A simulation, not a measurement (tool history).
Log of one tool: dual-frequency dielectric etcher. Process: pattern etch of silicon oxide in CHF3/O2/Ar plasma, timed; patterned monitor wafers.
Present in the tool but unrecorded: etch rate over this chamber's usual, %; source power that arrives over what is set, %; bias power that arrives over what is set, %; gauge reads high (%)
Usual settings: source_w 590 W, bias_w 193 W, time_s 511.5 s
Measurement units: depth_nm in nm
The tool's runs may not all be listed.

run,hour,source_w,bias_w,time_s,wafers since the last listed run,hours since the last wet clean,hours since the last source power generator calibration,hours since the last bias power generator calibration,hours since the last upper electrode change,hours since the gauge calibration,"read-back reference wafer on the same gauge, depth_nm",depth_nm
1,0.0,590,193,511.5,0,240.8,4094.3,5079.6,2172.2,583.2,959.6,1091.0
2,23.7,590,193,511.5,64,264.5,4118.0,5103.3,2195.9,606.9,959.1,1089.5
3,41.5,590,193,511.5,48,282.3,4135.8,5121.1,2213.7,624.7,961.0,1093.8
4,71.0,590,193,511.5,80,311.8,4165.3,5150.6,2243.2,654.2,960.3,1090.2
5,105.3,590,193,511.5,93,346.1,4199.6,5184.9,2277.5,688.5,959.4,1087.8
6,122.4,590,193,578.5,46,363.2,4216.7,5202.0,2294.6,705.6,960.3,1229.6
# hour 215.1: gauge calibrated
7,229.9,510,193,511.5,292,470.7,4324.2,5309.5,2402.1,14.8,959.7,1046.9
# hour 274.7: wet clean of the chamber
# hour 293.4: source power generator calibrated
8,333.2,590,193,511.5,205,58.5,39.8,5412.8,2505.4,118.1,959.0,1068.7
9,367.0,590,193,511.5,92,92.3,73.6,5446.6,2539.2,151.9,960.0,1068.9
# hour 396.4: wet clean of the chamber, repeated, since the last time left the tool worse
10,396.9,590,193,511.5,16,0.5,103.5,5476.5,2569.1,181.8,959.5,1102.7
11,399.5,590,193,511.5,7,3.1,106.1,5479.1,2571.7,184.4,960.7,1105.4
12,420.7,670,193,426.0,57,24.3,127.3,5500.3,2592.9,205.6,959.0,954.8
13,432.9,590,166,511.5,33,36.5,139.5,5512.5,2605.1,217.8,960.7,1044.1
# hour 461.5: upper electrode replaced
14,462.0,590,193,610.5,13,65.6,168.6,5541.6,0.5,246.9,959.9,1318.1
15,477.3,690,193,569.5,41,80.9,183.9,5556.9,15.8,262.2,958.8,1284.5
16,505.2,720,193,585.5,76,108.8,211.8,5584.8,43.7,290.1,960.2,1335.4
# hour 512.3: bias power generator calibrated
17,549.6,590,193,511.5,110,153.2,256.2,37.3,88.1,334.5,959.8,1099.2
18,573.8,680,175,580.0,65,177.4,280.4,61.5,112.3,358.7,959.9,1260.5
19,586.5,530,193,511.5,34,190.1,293.1,74.2,125.0,371.4,960.7,1069.8
20,599.6,530,193,511.5,35,203.2,306.2,87.3,138.1,384.5,959.9,1069.7
21,625.1,670,193,622.5,69,228.7,331.7,112.8,163.6,410.0,959.2,1388.0
22,657.8,590,159,578.5,89,261.4,364.4,145.5,196.3,442.7,959.4,1154.2
23,690.5,590,174,590.0,89,294.1,397.1,178.2,229.0,475.4,959.3,1216.6

Run-by-run hidden state of the tool:
source power that arrives over what is set, %: 0 on each run
bias power that arrives over what is set, %: 0 on each run
gauge reads high (%): 0 on each run
H1: etch rate over this chamber's usual, %
run,H1
1,-0.846
2,-0.913
3,-0.964
4,-1.05
5,-1.14
6,-1.19
7,-1.5
8,-3.07
9,-3.17
10,0.203
11,0.196
12,0.136
13,0.102
14,0.0192
15,-0.0241
16,-0.103
17,-0.229
18,-0.297
19,-0.333
20,-0.37
21,-0.442
22,-0.535
23,-0.627

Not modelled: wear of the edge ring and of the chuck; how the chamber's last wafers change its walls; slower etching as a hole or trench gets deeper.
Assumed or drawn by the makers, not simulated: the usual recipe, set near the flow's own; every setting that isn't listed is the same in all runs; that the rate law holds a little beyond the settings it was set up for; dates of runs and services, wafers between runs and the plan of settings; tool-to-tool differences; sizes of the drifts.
